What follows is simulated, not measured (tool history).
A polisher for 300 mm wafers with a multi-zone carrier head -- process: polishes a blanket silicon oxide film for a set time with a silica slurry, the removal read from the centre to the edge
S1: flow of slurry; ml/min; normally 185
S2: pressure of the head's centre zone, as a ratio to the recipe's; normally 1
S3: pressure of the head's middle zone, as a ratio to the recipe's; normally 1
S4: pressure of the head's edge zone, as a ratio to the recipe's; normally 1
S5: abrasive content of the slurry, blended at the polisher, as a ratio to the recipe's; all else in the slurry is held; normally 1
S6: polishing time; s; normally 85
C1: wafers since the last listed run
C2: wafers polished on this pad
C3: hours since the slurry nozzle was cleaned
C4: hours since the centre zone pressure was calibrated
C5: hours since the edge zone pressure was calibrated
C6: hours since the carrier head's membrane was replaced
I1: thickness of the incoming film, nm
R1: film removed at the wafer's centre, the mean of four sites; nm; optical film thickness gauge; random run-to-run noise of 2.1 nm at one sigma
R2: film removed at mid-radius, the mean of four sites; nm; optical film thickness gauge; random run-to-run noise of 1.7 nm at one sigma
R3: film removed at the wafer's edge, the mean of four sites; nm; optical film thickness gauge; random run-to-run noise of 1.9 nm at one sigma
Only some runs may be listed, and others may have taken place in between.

Run 1, hour 0: usual settings; C1 0; C2 475; C3 64.7; C4 1187.3; C5 717; C6 677.4; I1 1569.5. Result: R1 216.2 nm, R2 223.5 nm, R3 214.7 nm.
Run 2, hour 6.7: usual settings; C1 64; C2 540; C3 71.4; C4 1194; C5 723.7; C6 684.1; I1 1550.9. Result: R1 218 nm, R2 222.7 nm, R3 215.3 nm.
At hour 19.3: worn pad replaced by a new one.
Run 3, hour 19.8: usual settings but S5 0.8; C1 88; C2 4; C3 84.5; C4 1207.1; C5 736.8; C6 697.2; I1 1569.2. Result: R1 182.8 nm, R2 191.9 nm, R3 183.3 nm.
Run 4, hour 53: usual settings but S5 0.8; C1 321; C2 325; C3 117.7; C4 1240.3; C5 770; C6 730.4; I1 1561.5. Result: R1 184.6 nm, R2 188.8 nm, R3 179.5 nm.
Run 5, hour 67.5: usual settings but S5 0.8; C1 140; C2 465; C3 132.2; C4 1254.8; C5 784.5; C6 744.9; I1 1535.5. Result: R1 182.8 nm, R2 189.3 nm, R3 182.8 nm.
At hour 85.1: worn pad replaced by a new one.
Run 6, hour 85.6: usual settings; C1 136; C2 4; C3 150.3; C4 1272.9; C5 802.6; C6 763; I1 1563.1. Result: R1 212.9 nm, R2 221.5 nm, R3 212.3 nm.
Run 7, hour 95.2: usual settings; C1 92; C2 97; C3 159.9; C4 1282.5; C5 812.2; C6 772.6; I1 1582.4. Result: R1 216.6 nm, R2 222.9 nm, R3 212.8 nm.
Run 8, hour 112.9: usual settings; C1 171; C2 268; C3 177.6; C4 1300.2; C5 829.9; C6 790.3; I1 1576.2. Result: R1 215.1 nm, R2 220.8 nm, R3 213.1 nm.
Run 9, hour 126.7: usual settings; C1 133; C2 401; C3 191.4; C4 1314; C5 843.7; C6 804.1; I1 1595.4. Result: R1 213 nm, R2 220.7 nm, R3 212.3 nm.
Run 10, hour 139.2: usual settings but S2 1.05, S3 0.9; C1 120; C2 522; C3 203.9; C4 1326.5; C5 856.2; C6 816.6; I1 1552.6. Result: R1 219.2 nm, R2 201.3 nm, R3 213.6 nm.
At hour 147.1: worn pad replaced by a new one.
Run 11, hour 148.9: usual settings; C1 55; C2 17; C3 213.6; C4 1336.2; C5 865.9; C6 826.3; I1 1591.8. Result: R1 209.4 nm, R2 218.7 nm, R3 211.7 nm.
At hour 174.1: edge zone pressure recalibrated.
At hour 182.5: centre zone pressure recalibrated.
Run 12, hour 192.2: usual settings; C1 380; C2 397; C3 256.9; C4 9.7; C5 18.1; C6 869.6; I1 1583.3. Result: R1 206.9 nm, R2 212.3 nm, R3 206.1 nm.
Run 13, hour 200.6: usual settings but S2 0.89, S3 0.92, S4 1.1; C1 81; C2 478; C3 265.3; C4 18.1; C5 26.5; C6 878; I1 1565.2. Result: R1 182.6 nm, R2 198.1 nm, R3 221.8 nm.
At hour 211.4: worn pad replaced by a new one.
At hour 214.5: slurry nozzle cleaned.
Run 14, hour 217.7: usual settings but S1 125 ml/min; C1 117; C2 51; C3 3.2; C4 35.2; C5 43.6; C6 895.1; I1 1563.3. Result: R1 206.1 nm, R2 212.5 nm, R3 208.8 nm.
Run 15, hour 227: usual settings; C1 89; C2 141; C3 12.5; C4 44.5; C5 52.9; C6 904.4; I1 1585.4. Result: R1 216.7 nm, R2 221.7 nm, R3 214.7 nm.
At hour 237.1: carrier head's membrane replaced by a new one.
Run 16, hour 243.6: usual settings; C1 112; C2 253; C3 29.1; C4 61.1; C5 69.5; C6 6.5; I1 1566.4. Result: R1 218 nm, R2 226 nm, R3 211.3 nm.
Run 17, hour 257.1: usual settings but S1 205 ml/min; C1 130; C2 384; C3 42.6; C4 74.6; C5 83; C6 20; I1 1588.1. Result: R1 223 nm, R2 224.9 nm, R3 213.3 nm.
Run 18, hour 271.9: usual settings but S2 0.95, S4 0.95, S5 0.75; C1 143; C2 527; C3 57.4; C4 89.4; C5 97.8; C6 34.8; I1 1542.6. Result: R1 167.2 nm, R2 179.7 nm, R3 168.8 nm.
At hour 283.3: worn pad replaced by a new one.
Run 19, hour 288.1: usual settings but S1 220 ml/min; C1 117; C2 46; C3 73.6; C4 105.6; C5 114; C6 51; I1 1535.5. Result: R1 218.3 nm, R2 229.9 nm, R3 216 nm.
Run 20, hour 301.2: usual settings but S1 165 ml/min; C1 126; C2 173; C3 86.7; C4 118.7; C5 127.1; C6 64.1; I1 1560.6. Result: R1 216.7 nm, R2 220 nm, R3 212.6 nm.

Measured less the same run without the tool's hidden state. The same run-to-run variation is in both; the gauge's scatter may not be:
Hidden conditions of the tool in this case: removal rate lost through wear of the pad, %; slurry flow missing at the pad, %; deviation of the centre zone's pressure from its setpoint, %; deviation of the edge zone's pressure from its setpoint, %.
run     R1     R2    R3
  1   -1.3   -1.2  -0.9
  2   -1.4   -1.3  -0.9
  3   -1.4   -1.4  -0.9
  4   -2.3   -2.1  -1.4
  5   -2.7   -2.5  -1.8
  6   -3.8   -3.5  -2.5
  7   -4.4     -4  -2.8
  8   -5.3   -4.8  -3.3
  9     -6   -5.5  -3.9
 10   -7.1   -5.8  -4.4
 11   -7.5     -7  -4.9
 12  -11.3  -10.2  -7.1
 13  -10.8  -10.4  -8.3
 14   -1.2   -1.1  -0.7
 15     -1   -0.8  -0.6
 16   -1.1   -0.9  -0.6
 17   -1.2     -1  -0.7
 18   -1.1   -1.1  -0.7
 19   -1.5   -1.4    -1
 20   -2.1   -1.9  -1.4
